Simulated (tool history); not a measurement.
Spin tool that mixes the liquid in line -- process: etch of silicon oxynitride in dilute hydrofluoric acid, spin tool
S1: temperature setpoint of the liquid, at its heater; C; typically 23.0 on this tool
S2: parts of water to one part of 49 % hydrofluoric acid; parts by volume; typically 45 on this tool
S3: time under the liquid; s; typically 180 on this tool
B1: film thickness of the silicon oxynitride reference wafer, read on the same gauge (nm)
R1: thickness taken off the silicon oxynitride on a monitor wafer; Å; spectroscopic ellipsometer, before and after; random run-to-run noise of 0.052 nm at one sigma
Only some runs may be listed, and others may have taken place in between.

run 1 hour=0.0 | S1=20.5 S2=45 S3=180 | B1=120.00 | R1=95.7
run 2 hour=103.6 | S1=21.5 S2=45 S3=180 | B1=120.00 | R1=100.4
run 3 hour=154.9 | S1=21.5 S2=45 S3=180 | B1=120.00 | R1=99.9
run 4 hour=207.1 | S1=23.0 S2=45 S3=110 | B1=120.01 | R1=66.5
run 5 hour=283.7 | S1=23.0 S2=45 S3=180 | B1=120.00 | R1=107.4
run 6 hour=371.8 | S1=23.0 S2=45 S3=180 | B1=120.00 | R1=108.0
run 7 hour=463.1 | S1=23.0 S2=45 S3=180 | B1=120.01 | R1=108.7
run 8 hour=509.3 | S1=23.0 S2=45 S3=180 | B1=120.01 | R1=107.5
run 9 hour=610.5 | S1=23.0 S2=45 S3=180 | B1=119.98 | R1=107.5
run 10 hour=816.8 | S1=23.0 S2=45 S3=180 | B1=120.01 | R1=107.5
run 11 hour=893.5 | S1=23.0 S2=45 S3=180 | B1=120.00 | R1=108.9
run 12 hour=979.0 | S1=23.0 S2=45 S3=180 | B1=119.98 | R1=108.7
run 13 hour=1067.6 | S1=18.0 S2=35 S3=290 | B1=120.00 | R1=175.2
run 14 hour=1135.4 | S1=25.5 S2=45 S3=110 | B1=120.00 | R1=74.8
run 15 hour=1221.5 | S1=23.0 S2=45 S3=110 | B1=119.99 | R1=65.9
run 16 hour=1275.7 | S1=27.0 S2=45 S3=270 | B1=120.00 | R1=199.4
run 17 hour=1379.5 | S1=26.0 S2=35 S3=270 | B1=120.00 | R1=243.1
run 18 hour=1693.5 | S1=20.5 S2=45 S3=180 | B1=120.01 | R1=94.8
run 19 hour=1734.6 | S1=23.0 S2=45 S3=180 | B1=119.98 | R1=108.7
run 20 hour=1815.1 | S1=25.5 S2=45 S3=110 | B1=120.01 | R1=75.1
run 21 hour=1851.5 | S1=26.0 S2=45 S3=180 | B1=119.99 | R1=125.0
run 22 hour=1894.4 | S1=23.0 S2=35 S3=110 | B1=120.00 | R1=86.0
run 23 hour=1977.4 | S1=18.0 S2=45 S3=250 | B1=120.00 | R1=116.1
run 24 hour=2071.0 | S1=26.5 S2=25 S3=180 | B1=119.99 | R1=237.1
run 25 hour=2159.2 | S1=24.5 S2=60 S3=235 | B1=119.99 | R1=112.6

Removed from this log: 3 entries logged between the listed runs. Between which two listed runs does each belong, and how does the tool's hidden state at the listed run before it compare with that at the listed run after it?
After run 10, before run 11: gauge calibrated (hour 870.7)
  the hidden state is the same at both runs
After run 12, before run 13: hydrofluoric acid flow meter replaced (hour 989.2); thermometer replaced (hour 995.3)
  the hidden state is the same at both runs
